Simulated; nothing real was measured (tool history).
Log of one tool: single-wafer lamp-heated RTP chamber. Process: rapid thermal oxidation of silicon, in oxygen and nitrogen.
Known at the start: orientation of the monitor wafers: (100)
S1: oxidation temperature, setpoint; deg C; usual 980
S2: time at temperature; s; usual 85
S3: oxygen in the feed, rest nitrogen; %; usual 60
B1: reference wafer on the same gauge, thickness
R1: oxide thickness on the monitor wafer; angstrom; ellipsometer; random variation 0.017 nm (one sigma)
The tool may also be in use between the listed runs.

| run | hour | S1 | S2 | S3 | B1 | R1 |
|---|---|---|---|---|---|---|
| 1 | 0 | 989 | 85 | 60 | 5.573 | 56.73 |
| 2 | 53.5 | 989 | 85 | 60 | 5.578 | 56.53 |
|  | 91.3 | gauge calibrated |
| 3 | 137.9 | 989 | 85 | 60 | 5.577 | 56.79 |
| 4 | 226.3 | 980 | 85 | 60 | 5.581 | 52.77 |
| 5 | 306.4 | 980 | 85 | 60 | 5.584 | 52.84 |
|  | 328.5 | pyrometer window cleaned and pyrometer calibrated |
| 6 | 368 | 980 | 85 | 60 | 5.579 | 53 |
| 7 | 453.9 | 980 | 85 | 51 | 5.578 | 50.19 |
| 8 | 556.5 | 980 | 85 | 51 | 5.581 | 50.2 |
| 9 | 619.5 | 980 | 85 | 51 | 5.586 | 50.46 |
| 10 | 671.2 | 980 | 85 | 60 | 5.58 | 53.09 |
|  | 749 | pyrometer window cleaned and pyrometer calibrated |
| 11 | 749.5 | 980 | 85 | 60 | 5.581 | 52.8 |
| 12 | 852.2 | 980 | 85 | 60 | 5.578 | 52.88 |
| 13 | 935.3 | 980 | 85 | 60 | 5.584 | 53.02 |
| 14 | 1012.9 | 980 | 85 | 60 | 5.574 | 53 |
| 15 | 1061 | 980 | 85 | 49 | 5.583 | 49.31 |
| 16 | 1147.9 | 964 | 97 | 60 | 5.585 | 49.96 |
| 17 | 1192.8 | 980 | 85 | 70 | 5.578 | 55.94 |
|  | 1208.5 | pyrometer window cleaned and pyrometer calibrated |
| 18 | 1238.9 | 998 | 114 | 86 | 5.577 | 78.11 |
| 19 | 1279.7 | 980 | 85 | 39 | 5.575 | 46.13 |
| 20 | 1320.5 | 995 | 112 | 84 | 5.576 | 75.49 |
| 21 | 1370.4 | 963 | 127 | 60 | 5.581 | 55.46 |
|  | 1389.4 | gauge calibrated |
| 22 | 1443.6 | 1004 | 54 | 34 | 5.58 | 42.91 |
| 23 | 1497 | 980 | 85 | 39 | 5.58 | 46.09 |
| 24 | 1546.9 | 962 | 56 | 60 | 5.583 | 39.71 |
|  | 1580.9 | oxygen flow controller replaced |
|  | 1600.4 | pyrometer window cleaned and pyrometer calibrated |
| 25 | 1651.1 | 1002 | 126 | 70 | 5.583 | 77.79 |
| 26 | 1694 | 989 | 85 | 60 | 5.581 | 56.62 |
| 27 | 1933.7 | 980 | 121 | 60 | 5.578 | 61.74 |
|  | 2000.7 | pyrometer window cleaned and pyrometer calibrated |
| 28 | 2032.4 | 980 | 85 | 79 | 5.579 | 58.17 |
| 29 | 2094.1 | 980 | 85 | 60 | 5.578 | 53.17 |
| 30 | 2150.9 | 996 | 85 | 60 | 5.578 | 59.33 |
| 31 | 2221.6 | 988 | 85 | 60 | 5.578 | 56.39 |

The tool's hidden state at each run:
true wafer temperature minus pyrometer reading, K: 0 in every run
deviation of the oxygen flow from its setpoint, %: 0 in every run
gauge reads high (%): 0 in every run

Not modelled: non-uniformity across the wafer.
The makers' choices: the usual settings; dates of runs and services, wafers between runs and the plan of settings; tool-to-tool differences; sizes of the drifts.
